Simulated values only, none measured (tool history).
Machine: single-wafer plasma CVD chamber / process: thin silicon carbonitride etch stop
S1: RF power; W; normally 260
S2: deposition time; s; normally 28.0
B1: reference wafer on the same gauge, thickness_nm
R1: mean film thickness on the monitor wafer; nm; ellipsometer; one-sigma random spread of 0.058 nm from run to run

Run 1, hour 0.0: usual settings but S2 29.7 s; B1 20.109. Result: R1 17.457 nm.
Run 2, hour 63.5: usual settings but S2 29.7 s; B1 20.118. Result: R1 17.330 nm.
Run 3, hour 122.2: usual settings but S2 29.7 s; B1 20.099. Result: R1 17.403 nm.
Run 4, hour 212.7: usual settings; B1 20.085. Result: R1 16.453 nm.
Run 5, hour 253.7: usual settings; B1 20.103. Result: R1 16.299 nm.
Run 6, hour 346.7: usual settings; B1 20.109. Result: R1 16.418 nm.
At hour 360.9: showerhead replaced.
Run 7, hour 413.7: usual settings; B1 20.146. Result: R1 16.222 nm.
Run 8, hour 519.4: usual settings; B1 20.078. Result: R1 16.266 nm.
Run 9, hour 577.6: usual settings but S1 215 W, S2 23.7 s; B1 20.095. Result: R1 12.829 nm.
At hour 641.5: gauge calibrated.
Run 10, hour 681.7: usual settings but S1 220 W, S2 32.0 s; B1 20.094. Result: R1 17.420 nm.
At hour 759.9: thermocouple changed; heater temperature recalibrated.
Run 11, hour 774.1: usual settings but S1 225 W, S2 30.5 s; B1 20.097. Result: R1 16.708 nm.
At hour 815.2: RF generator calibrated.
Run 12, hour 859.2: usual settings but S2 22.7 s; B1 20.110. Result: R1 13.535 nm.
Run 13, hour 901.6: usual settings but S2 24.0 s; B1 20.080. Result: R1 14.346 nm.
Run 14, hour 994.5: usual settings; B1 20.071. Result: R1 16.653 nm.
Run 15, hour 1085.0: usual settings; B1 20.098. Result: R1 16.679 nm.

Each row is a separate what-if for the run after 15, all from the same tool condition, not one after another. Results?
Run A, hour 1085.4: usual settings but S1 275 W; B1 ?. Result: R1 ?.
Run B, hour 1085.4: usual settings but S1 240 W; B1 ?. Result: R1 ?.
Run C, hour 1085.4: usual settings but S1 220 W, S2 30.2 s; B1 ?. Result: R1 ?.
Run D, hour 1085.4: usual settings but S1 225 W, S2 25.2 s; B1 ?. Result: R1 ?.

run      B1      R1
  A  20.074  17.035
  B  20.074  16.178
  C  20.074  16.865
  D  20.074  14.199
Take away the tool's hidden state, keep each run's random variation, and the runs would have read:
run      R1
  A  17.202
  B  16.336
  C  17.030
  D  14.338
